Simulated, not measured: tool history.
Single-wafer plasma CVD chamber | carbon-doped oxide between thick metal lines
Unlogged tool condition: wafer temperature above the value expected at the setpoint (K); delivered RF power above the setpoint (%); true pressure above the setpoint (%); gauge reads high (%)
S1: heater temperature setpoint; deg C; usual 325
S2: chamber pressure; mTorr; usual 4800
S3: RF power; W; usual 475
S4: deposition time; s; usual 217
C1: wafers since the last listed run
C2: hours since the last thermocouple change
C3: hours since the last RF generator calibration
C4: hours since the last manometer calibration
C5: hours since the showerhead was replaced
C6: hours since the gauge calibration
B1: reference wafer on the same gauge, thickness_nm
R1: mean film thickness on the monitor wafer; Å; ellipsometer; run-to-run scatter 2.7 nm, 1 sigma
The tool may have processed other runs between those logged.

run 1 hour=0.0 | S1=325 S2=4800 S3=475 S4=228 | C1=0 C2=811.6 C3=1451.6 C4=877.9 C5=2232.5 C6=745.2 | B1=1059.060 | R1=11572.01
run 2 hour=65.5 | S1=325 S2=4800 S3=475 S4=217 | C1=487 C2=877.1 C3=1517.1 C4=943.4 C5=2298.0 C6=810.7 | B1=1059.893 | R1=11029.04
run 3 hour=120.9 | S1=325 S2=4800 S3=475 S4=217 | C1=412 C2=932.5 C3=1572.5 C4=998.8 C5=2353.4 C6=866.1 | B1=1059.462 | R1=11065.18
-- hour=151.9 showerhead replaced, of another model than before
run 4 hour=152.4 | S1=325 S2=4800 S3=475 S4=217 | C1=174 C2=964.0 C3=1604.0 C4=1030.3 C5=0.5 C6=897.6 | B1=1059.868 | R1=11008.85
run 5 hour=190.4 | S1=325 S2=4800 S3=475 S4=217 | C1=282 C2=1002.0 C3=1642.0 C4=1068.3 C5=38.5 C6=935.6 | B1=1060.925 | R1=11007.23
run 6 hour=214.5 | S1=325 S2=4800 S3=475 S4=217 | C1=179 C2=1026.1 C3=1666.1 C4=1092.4 C5=62.6 C6=959.7 | B1=1060.471 | R1=10964.53
run 7 hour=283.2 | S1=325 S2=4800 S3=475 S4=217 | C1=511 C2=1094.8 C3=1734.8 C4=1161.1 C5=131.3 C6=1028.4 | B1=1059.257 | R1=10946.60
-- hour=315.8 capacitance manometer re-zeroed and calibrated
run 8 hour=328.0 | S1=325 S2=4800 S3=475 S4=217 | C1=273 C2=1139.6 C3=1779.6 C4=12.2 C5=176.1 C6=1073.2 | B1=1058.811 | R1=10880.07
run 9 hour=364.9 | S1=325 S2=4800 S3=475 S4=217 | C1=274 C2=1176.5 C3=1816.5 C4=49.1 C5=213.0 C6=1110.1 | B1=1059.783 | R1=10910.78
run 10 hour=427.7 | S1=330 S2=4800 S3=475 S4=236 | C1=467 C2=1239.3 C3=1879.3 C4=111.9 C5=275.8 C6=1172.9 | B1=1060.801 | R1=11608.98
run 11 hour=474.0 | S1=313 S2=5620 S3=515 S4=217 | C1=344 C2=1285.6 C3=1925.6 C4=158.2 C5=322.1 C6=1219.2 | B1=1061.055 | R1=11944.73
run 12 hour=512.1 | S1=330 S2=4800 S3=475 S4=236 | C1=283 C2=1323.7 C3=1963.7 C4=196.3 C5=360.2 C6=1257.3 | B1=1058.716 | R1=11618.54
run 13 hour=536.5 | S1=325 S2=4800 S3=475 S4=217 | C1=181 C2=1348.1 C3=1988.1 C4=220.7 C5=384.6 C6=1281.7 | B1=1059.907 | R1=10911.51

Run 14 is up next; what results do you expect?
run 14 hour=569.1 | S1=325 S2=5720 S3=475 S4=188 | C1=242 C2=1380.7 C3=2020.7 C4=253.3 C5=417.2 C6=1314.3 | B1=? | R1=?

{"run 14": {"B1": 1060.448, "R1": 9636.86}}
With the hidden condition absent and the run-to-run variation left alone, this run would have shown R1 9636.43 Å.
